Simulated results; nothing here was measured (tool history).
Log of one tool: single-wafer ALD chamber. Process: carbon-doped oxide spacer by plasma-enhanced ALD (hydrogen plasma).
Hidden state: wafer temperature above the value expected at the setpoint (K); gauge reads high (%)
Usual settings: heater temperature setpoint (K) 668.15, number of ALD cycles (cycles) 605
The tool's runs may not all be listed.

run   hour  heater temperature setpoint (K)  number of ALD cycles (cycles)  wafers since the last listed run  hours since the last thermocouple change  hours since the gauge calibration  read-back reference wafer on the same gauge, thickness_nm  mean film thickness on the monitor wafer (Å)
  1      0                           668.15                            605                                 0                                     994.9                               16.9                                                     30.393                                        317.68
  2   15.9                           668.15                            605                                13                                    1010.8                               32.8                                                     30.422                                        317.88
  3   25.1                           668.15                            512                                 7                                      1020                                 42                                                     30.405                                        266.57
  4   38.9                           668.15                            512                                11                                    1033.8                               55.8                                                     30.396                                        268.39
  5   52.1                           668.15                            512                                10                                      1047                                 69                                                     30.383                                        268.19
  6   69.8                           668.15                            513                                14                                    1064.7                               86.7                                                     30.384                                        267.53
  7   83.8                           668.15                            513                                11                                    1078.7                              100.7                                                      30.39                                        268.04
  8   95.2                           668.15                            513                                 9                                    1090.1                              112.1                                                     30.389                                        268.38
  9  105.4                           668.15                            556                                 8                                    1100.3                              122.3                                                     30.398                                        292.44
 10  115.9                           678.15                            605                                 8                                    1110.8                              132.8                                                     30.389                                        310.87
 11    131                           678.15                            605                                12                                    1125.9                              147.9                                                     30.395                                        310.45
     143.5  -- thermocouple changed; heater temperature recalibrated
 12  144.7                           668.15                            605                                 4                                       1.2                              161.6                                                     30.394                                        316.94
 13  155.2                           668.15                            552                                 8                                      11.7                              172.1                                                     30.403                                        289.94
 14  163.5                           668.15                            552                                 6                                        20                              180.4                                                     30.389                                        288.98
 15  176.6                           668.15                            552                                10                                      33.1                              193.5                                                     30.397                                        288.59
 16  193.4                           668.15                            605                                13                                      49.9                              210.3                                                     30.412                                        315.09
 17  202.4                           668.15                            605                                 7                                      58.9                              219.3                                                     30.375                                        317.33
 18  212.3                           668.15                            605                                 8                                      68.8                              229.2                                                     30.393                                        317.57
 19  222.7                           674.15                            494                                 8                                      79.2                              239.6                                                     30.404                                        257.37
 20  233.8                           678.15                            688                                 9                                      90.3                              250.7                                                     30.408                                        354.12
 21  251.8                           663.15                            641                                14                                     108.3                              268.7                                                     30.378                                        335.04
     289.7  -- gauge calibrated
 22  298.2                           668.15                            605                                38                                     154.7                                8.5                                                     30.422                                        317.83
 23  313.8                           662.15                            605                                12                                     170.3                               24.1                                                     30.371                                        316.63
 24  329.2                           659.15                            636                                12                                     185.7                               39.5                                                     30.391                                        332.28
 25  346.4                           664.15                            717                                14                                     202.9                               56.7                                                      30.41                                        376.67
 26  356.5                           661.15                            508                                 8                                       213                               66.8                                                     30.398                                        265.26
 27  365.4                           663.15                            605                                 7                                     221.9                               75.7                                                     30.394                                        316.75
 28  382.9                           663.15                            488                                14                                     239.4                               93.2                                                     30.414                                        255.78
 29  390.7                           668.15                            605                                 6                                     247.2                                101                                                     30.402                                        315.78
 30  401.4                           668.15                            605                                 8                                     257.9                              111.7                                                     30.395                                        316.62
 31  408.4                           672.15                            567                                 5                                     264.9                              118.7                                                     30.406                                         297.7
 32    424                           668.15                            605                                12                                     280.5                              134.3                                                     30.399                                        315.44
 33  440.8                           668.15                            605                                13                                     297.3                              151.1                                                     30.403                                        317.64
 34  451.1                           660.15                            533                                 8                                     307.6                              161.4                                                      30.42                                        278.89
 35  465.4                           674.15                            605                                11                                     321.9                              175.7                                                     30.398                                        314.76
 36  477.2                           679.15                            605                                 9                                     333.7                              187.5                                                     30.388                                        308.32

Forecast each of these 3 alternatives for the next run:
  A  478.5                           658.15                            605                                 1                                       335                              188.8                                                          ?                                             ?
  B  478.5                           668.15                            511                                 1                                       335                              188.8                                                          ?                                             ?
  C  478.5                           663.15                            555                                 1                                       335                              188.8                                                          ?                                             ?

run  read-back reference wafer on the same gauge, thickness_nm  mean film thickness on the monitor wafer (Å)
  A                                                     30.407                                         317.9
  B                                                     30.407                                        268.51
  C                                                     30.407                                        291.63
Without the tool's hidden state the same runs would have given:
run  mean film thickness on the monitor wafer (Å)
  A                                         317.9
  B                                        268.51
  C                                        291.63
